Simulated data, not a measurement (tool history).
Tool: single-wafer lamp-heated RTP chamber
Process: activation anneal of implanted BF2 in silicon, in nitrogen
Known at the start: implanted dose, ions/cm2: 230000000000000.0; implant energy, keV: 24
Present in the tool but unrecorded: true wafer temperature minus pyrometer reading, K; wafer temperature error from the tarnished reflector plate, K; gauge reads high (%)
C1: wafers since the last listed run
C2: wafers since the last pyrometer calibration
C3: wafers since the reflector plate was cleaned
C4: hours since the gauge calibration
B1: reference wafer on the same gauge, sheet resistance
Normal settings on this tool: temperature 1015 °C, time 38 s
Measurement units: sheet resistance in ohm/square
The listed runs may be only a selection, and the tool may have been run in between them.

run 1 hour=0 | temperature=1015 time=38 | C1=0 C2=1966 C3=5765 C4=27.4 | B1=605.9 | sheet_resistance=506.69
-- hour=21.5 pyrometer window cleaned and pyrometer calibrated
run 2 hour=32.1 | temperature=1015 time=38 | C1=379 C2=166 C3=6145 C4=59.5 | B1=606.13 | sheet_resistance=504.45
run 3 hour=41.7 | temperature=1015 time=38 | C1=151 C2=317 C3=6296 C4=69.1 | B1=606.19 | sheet_resistance=504.48
run 4 hour=51.2 | temperature=1015 time=38 | C1=149 C2=466 C3=6445 C4=78.6 | B1=605.93 | sheet_resistance=505.38
run 5 hour=68.4 | temperature=1015 time=43 | C1=270 C2=737 C3=6716 C4=95.8 | B1=606.04 | sheet_resistance=503.8
run 6 hour=74.7 | temperature=1015 time=38 | C1=99 C2=836 C3=6815 C4=102.1 | B1=606.09 | sheet_resistance=505.51
run 7 hour=83.3 | temperature=1015 time=38 | C1=135 C2=971 C3=6950 C4=110.7 | B1=606.04 | sheet_resistance=504.79
run 8 hour=91.3 | temperature=1015 time=38 | C1=125 C2=1097 C3=7076 C4=118.7 | B1=606.35 | sheet_resistance=506.09
run 9 hour=105.2 | temperature=1015 time=38 | C1=218 C2=1316 C3=7294 C4=132.6 | B1=606.22 | sheet_resistance=505.28
run 10 hour=118.8 | temperature=1034 time=26 | C1=213 C2=1530 C3=7508 C4=146.2 | B1=606.03 | sheet_resistance=505.75
run 11 hour=134 | temperature=1034 time=26 | C1=239 C2=1769 C3=7748 C4=161.4 | B1=606.04 | sheet_resistance=506.12
run 12 hour=146.1 | temperature=1015 time=38 | C1=190 C2=1959 C3=7938 C4=173.5 | B1=605.69 | sheet_resistance=504.79
-- hour=161.6 pyrometer window cleaned and pyrometer calibrated
run 13 hour=162.1 | temperature=1041 time=18 | C1=125 C2=8 C3=8064 C4=189.5 | B1=605.83 | sheet_resistance=508.54
-- hour=170.3 gauge calibrated
run 14 hour=176.8 | temperature=1030 time=52 | C1=231 C2=239 C3=8295 C4=6.5 | B1=606.01 | sheet_resistance=499.04
run 15 hour=184.6 | temperature=1039 time=47 | C1=122 C2=362 C3=8418 C4=14.3 | B1=606.29 | sheet_resistance=499.49
run 16 hour=198.5 | temperature=987 time=38 | C1=218 C2=581 C3=8636 C4=28.2 | B1=606.1 | sheet_resistance=510.03
-- hour=209.2 reflector plate cleaned
run 17 hour=209.7 | temperature=1001 time=48 | C1=50 C2=631 C3=7 C4=39.4 | B1=606.08 | sheet_resistance=506.39
run 18 hour=224 | temperature=999 time=25 | C1=224 C2=856 C3=232 C4=53.7 | B1=606.37 | sheet_resistance=510.66
run 19 hour=232.2 | temperature=994 time=24 | C1=128 C2=985 C3=361 C4=61.9 | B1=606.12 | sheet_resistance=512.48
run 20 hour=238.6 | temperature=1015 time=58 | C1=100 C2=1085 C3=462 C4=68.3 | B1=606.16 | sheet_resistance=501.25
run 21 hour=264.4 | temperature=1045 time=47 | C1=405 C2=1491 C3=868 C4=94.1 | B1=605.9 | sheet_resistance=494.98
run 22 hour=276.4 | temperature=1005 time=23 | C1=188 C2=1680 C3=1056 C4=106.1 | B1=605.96 | sheet_resistance=511.59
-- hour=293.1 pyrometer window cleaned and pyrometer calibrated
run 23 hour=293.6 | temperature=1015 time=38 | C1=144 C2=8 C3=1201 C4=123.3 | B1=605.98 | sheet_resistance=505.74
run 24 hour=306.8 | temperature=1015 time=38 | C1=207 C2=215 C3=1409 C4=136.5 | B1=605.92 | sheet_resistance=505
run 25 hour=322.4 | temperature=1030 time=25 | C1=245 C2=461 C3=1654 C4=152.1 | B1=606.03 | sheet_resistance=505.76

Here are 3 independent what-if runs from the current tool condition. What would each one return?
run A hour=322.8 | temperature=1015 time=49 | C1=6 C2=467 C3=1660 C4=152.5 | B1=? | sheet_resistance=?
run B hour=322.8 | temperature=1037 time=46 | C1=6 C2=467 C3=1660 C4=152.5 | B1=? | sheet_resistance=?
run C hour=322.8 | temperature=998 time=20 | C1=6 C2=467 C3=1660 C4=152.5 | B1=? | sheet_resistance=?

run=A B1=605.97 sheet_resistance=503.5
run=B B1=605.97 sheet_resistance=499.24
run=C B1=605.97 sheet_resistance=512.64
Without the tool's hidden state the same runs would have given:
run=A sheet_resistance=503.5
run=B sheet_resistance=499.24
run=C sheet_resistance=512.64

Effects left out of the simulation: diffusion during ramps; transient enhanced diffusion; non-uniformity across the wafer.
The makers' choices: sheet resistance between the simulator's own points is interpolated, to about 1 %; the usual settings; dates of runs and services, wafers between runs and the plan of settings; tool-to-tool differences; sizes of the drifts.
